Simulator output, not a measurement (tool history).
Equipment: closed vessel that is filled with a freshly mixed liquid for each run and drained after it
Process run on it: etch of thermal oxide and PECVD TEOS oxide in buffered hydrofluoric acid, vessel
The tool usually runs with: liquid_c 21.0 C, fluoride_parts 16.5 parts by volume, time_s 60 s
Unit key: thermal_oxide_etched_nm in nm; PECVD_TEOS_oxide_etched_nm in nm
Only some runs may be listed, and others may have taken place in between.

| run | hour | liquid_c | fluoride_parts | time_s | wafers since the last listed run | hours since the thermometer was replaced | hours since the hydrofluoric acid flow meter was replaced | hours since the gauge calibration | read-back film thickness of the thermal oxide reference wafer, read on the same gauge (nm) | read-back film thickness of the PECVD TEOS oxide reference wafer, read on the same gauge (nm) | thermal_oxide_etched_nm | PECVD_TEOS_oxide_etched_nm |
|---|---|---|---|---|---|---|---|---|---|---|---|---|
| 1 | 0.0 | 21.0 | 16.5 | 60 | 0 | 580.0 | 857.7 | 2175.4 | 79.98 | 130.03 | 37.36 | 34.03 |
| 2 | 72.6 | 21.0 | 16.5 | 60 | 5730 | 652.6 | 930.3 | 2248.0 | 79.99 | 129.99 | 36.96 | 34.10 |
| 3 | 116.9 | 21.0 | 16.5 | 60 | 3496 | 696.9 | 974.6 | 2292.3 | 79.97 | 130.01 | 36.64 | 33.79 |
| 4 | 172.3 | 18.5 | 16.5 | 90 | 4372 | 752.3 | 1030.0 | 2347.7 | 80.02 | 130.01 | 48.19 | 43.91 |
|  | 264.3 | hydrofluoric acid flow meter replaced |
|  | 276.4 | thermometer replaced |
| 5 | 276.9 | 21.0 | 16.5 | 60 | 8098 | 0.5 | 12.6 | 2452.3 | 79.99 | 130.01 | 38.47 | 34.92 |
| 6 | 354.0 | 17.0 | 22.0 | 85 | 6085 | 77.6 | 89.7 | 2529.4 | 80.00 | 130.00 | 33.50 | 30.36 |
| 7 | 454.9 | 23.0 | 20.5 | 85 | 7963 | 178.5 | 190.6 | 2630.3 | 79.99 | 129.98 | 49.06 | 44.49 |
| 8 | 560.9 | 21.0 | 10.5 | 60 | 8366 | 284.5 | 296.6 | 2736.3 | 79.97 | 129.97 | 59.32 | 53.76 |
| 9 | 597.6 | 21.0 | 16.5 | 60 | 2896 | 321.2 | 333.3 | 2773.0 | 80.00 | 130.01 | 37.81 | 34.76 |
| 10 | 635.6 | 24.5 | 16.5 | 60 | 2999 | 359.2 | 371.3 | 2811.0 | 79.99 | 130.01 | 45.68 | 41.94 |
| 11 | 699.1 | 19.0 | 14.0 | 70 | 5012 | 422.7 | 434.8 | 2874.5 | 80.01 | 130.00 | 46.48 | 42.32 |
| 12 | 748.5 | 21.0 | 16.5 | 40 | 3899 | 472.1 | 484.2 | 2923.9 | 80.05 | 129.98 | 25.01 | 22.45 |
|  | 818.8 | gauge calibrated |
| 13 | 823.2 | 21.0 | 18.0 | 30 | 5896 | 546.8 | 558.9 | 4.4 | 80.05 | 130.01 | 17.21 | 15.69 |
| 14 | 896.3 | 18.0 | 16.5 | 90 | 5769 | 619.9 | 632.0 | 77.5 | 80.01 | 130.02 | 47.24 | 43.00 |
| 15 | 939.3 | 23.0 | 11.5 | 60 | 3393 | 662.9 | 675.0 | 120.5 | 80.00 | 130.01 | 59.67 | 54.12 |
| 16 | 1001.6 | 23.0 | 11.5 | 60 | 4917 | 725.2 | 737.3 | 182.8 | 80.01 | 130.02 | 59.61 | 53.91 |
| 17 | 1043.8 | 21.0 | 11.0 | 60 | 3330 | 767.4 | 779.5 | 225.0 | 80.01 | 129.96 | 55.20 | 50.15 |
| 18 | 1109.9 | 21.0 | 16.5 | 60 | 5217 | 833.5 | 845.6 | 291.1 | 80.00 | 130.02 | 36.99 | 33.60 |
| 19 | 1159.2 | 21.0 | 16.5 | 95 | 3891 | 882.8 | 894.9 | 340.4 | 79.99 | 129.99 | 58.53 | 53.13 |
|  | 1247.5 | thermometer replaced |
| 20 | 1255.6 | 23.5 | 20.0 | 35 | 7529 | 8.1 | 991.3 | 436.8 | 80.03 | 130.00 | 21.05 | 19.14 |
|  | 1339.1 | hydrofluoric acid flow meter replaced |
| 21 | 1344.1 | 21.0 | 16.5 | 60 | 6906 | 96.6 | 5.0 | 525.3 | 79.99 | 130.02 | 38.50 | 34.74 |
| 22 | 1417.2 | 19.0 | 20.0 | 75 | 5769 | 169.7 | 78.1 | 598.4 | 79.99 | 129.96 | 35.45 | 32.46 |
| 23 | 1594.4 | 23.0 | 16.5 | 30 | 13986 | 346.9 | 255.3 | 775.6 | 79.99 | 129.98 | 21.26 | 19.45 |
| 24 | 1680.3 | 21.0 | 18.5 | 60 | 6780 | 432.8 | 341.2 | 861.5 | 80.03 | 130.02 | 33.66 | 30.52 |
| 25 | 1785.9 | 23.0 | 21.0 | 90 | 8334 | 538.4 | 446.8 | 967.1 | 80.00 | 130.03 | 50.32 | 46.38 |
| 26 | 1829.8 | 17.0 | 20.5 | 60 | 3464 | 582.3 | 490.7 | 1011.0 | 79.96 | 129.98 | 24.54 | 22.29 |
| 27 | 1914.8 | 17.0 | 11.0 | 70 | 6708 | 667.3 | 575.7 | 1096.0 | 79.99 | 130.01 | 51.89 | 47.07 |

Alternative continuations, all from the tool just after run 27; predict every row:
| A | 1915.5 | 21.0 | 16.5 | 60 | 55 | 668.0 | 576.4 | 1096.7 | ? | ? | ? | ? |
| B | 1915.5 | 25.5 | 16.5 | 95 | 55 | 668.0 | 576.4 | 1096.7 | ? | ? | ? | ? |
| C | 1915.5 | 23.5 | 13.0 | 95 | 55 | 668.0 | 576.4 | 1096.7 | ? | ? | ? | ? |

| run | read-back film thickness of the thermal oxide reference wafer, read on the same gauge (nm) | read-back film thickness of the PECVD TEOS oxide reference wafer, read on the same gauge (nm) | thermal_oxide_etched_nm | PECVD_TEOS_oxide_etched_nm |
|---|---|---|---|---|
| A | 80.03 | 130.02 | 37.53 | 34.00 |
| B | 80.03 | 130.02 | 76.11 | 68.96 |
| C | 80.03 | 130.02 | 86.25 | 78.15 |
With the hidden condition removed and each run's random variation left untouched, the same runs would have given:
| run | thermal_oxide_etched_nm | PECVD_TEOS_oxide_etched_nm |
|---|---|---|
| A | 38.67 | 35.04 |
| B | 78.40 | 71.03 |
| C | 88.86 | 80.51 |

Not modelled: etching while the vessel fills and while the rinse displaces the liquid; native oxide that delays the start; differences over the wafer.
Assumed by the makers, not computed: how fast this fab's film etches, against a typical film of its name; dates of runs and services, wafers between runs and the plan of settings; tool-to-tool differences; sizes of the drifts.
